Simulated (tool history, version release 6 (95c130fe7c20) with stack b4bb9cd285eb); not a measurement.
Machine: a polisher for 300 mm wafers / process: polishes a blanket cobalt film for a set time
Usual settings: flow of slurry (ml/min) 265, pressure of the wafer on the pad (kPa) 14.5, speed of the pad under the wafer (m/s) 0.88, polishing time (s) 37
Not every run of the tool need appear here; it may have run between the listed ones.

run	hour	flow of slurry (ml/min)	pressure of the wafer on the pad (kPa)	speed of the pad under the wafer (m/s)	polishing time (s)	incoming thickness of the incoming film, nm	film removed (nm)
1	0	265	14.5	0.88	37	1308.4	143.4
# hour 7.5: worn pad replaced by a new one
2	31	265	14.5	0.88	37	1318.3	150.6
3	85.7	265	14.5	0.88	37	1299.2	151.5
# hour 86.7: slurry nozzle cleaned
4	123.2	265	14.5	0.88	37	1283.9	149.9
5	169.4	340	14.5	0.88	34	1276.1	142.4
# hour 268.7: head pressure recalibrated
6	340.3	265	14.5	0.88	37	1314.7	142.8
# hour 363.4: worn pad replaced by a new one
7	396.6	265	14.5	0.88	37	1296.6	156.6
8	434.5	265	14.5	0.88	37	1313.4	148
9	501.3	265	14.5	0.88	37	1286.3	149.9
10	545.3	225	14.5	0.88	37	1301	143.1
11	635	225	14.5	0.88	37	1283.7	145.5
12	698.6	225	14.5	0.88	37	1280.3	141.5
# hour 735.1: worn pad replaced by a new one
13	737.4	215	14.5	1.08	37	1285.1	180.9
14	784.3	215	14.5	1.08	37	1304.5	172.6
15	984.1	205	11	0.88	48	1308.6	140.2
16	1030.7	265	14.5	0.88	37	1309.1	146.7
# hour 1041.4: slurry nozzle cleaned
17	1058.6	265	14.5	0.88	37	1321.6	141.4
# hour 1070.8: worn pad replaced by a new one
18	1097.6	340	10.3	0.88	42	1298.6	123.2
19	1154.4	265	14.5	0.88	37	1299.2	147.9
20	1205.5	265	14.5	0.88	37	1274.2	151.2
21	1252.7	265	14.5	0.74	29	1279.6	102.4
# hour 1272.2: head pressure recalibrated
22	1288.1	265	16.5	0.74	37	1300.2	150
23	1343.5	265	14.5	0.88	29	1299.7	115.5
24	1386.3	185	10.3	1.16	49	1300.7	158
# hour 1434.9: worn pad replaced by a new one
25	1439.6	220	15.9	1.1	25	1271.2	129.4
26	1507	265	11	0.6	37	1321	90
27	1543.6	265	11.7	0.88	49	1304	163.9
28	1605	265	14.5	0.88	37	1313	147.6
29	1674.2	325	14.5	0.88	49	1303.5	197.2

For some of the steps in film removed (nm) from one run to the next: how much would appear even if the tool had no hidden state, given the settings, what came in and random variation, and how much remains for the hidden state plus any gauge scatter that the measured result and the result without hidden state don't share?
What the log doesn't record here: removal rate lost through wear of the pad, %; slurry flow missing at the pad, %; deviation of the head's pressure from its setpoint, %.
Run 1 -> 2: worn pad replaced by a new one. film removed (nm) +7.2: hidden state +11.5, all else -4.3.
Run 24 -> 25: flow of slurry (ml/min) 185 -> 220, pressure of the wafer on the pad (kPa) 10.3 -> 15.9, speed of the pad under the wafer (m/s) 1.16 -> 1.1, polishing time (s) 49 -> 25, worn pad replaced by a new one. film removed (nm) -28.6: hidden state +11.4, all else -40.
Run 26 -> 27: pressure of the wafer on the pad (kPa) 11 -> 11.7, speed of the pad under the wafer (m/s) 0.6 -> 0.88, polishing time (s) 37 -> 49. film removed (nm) +73.9: hidden state -2.7, all else +76.6.
Run 28 -> 29: flow of slurry (ml/min) 265 -> 325, polishing time (s) 37 -> 49. film removed (nm) +49.6: hidden state -5.2, all else +54.8.
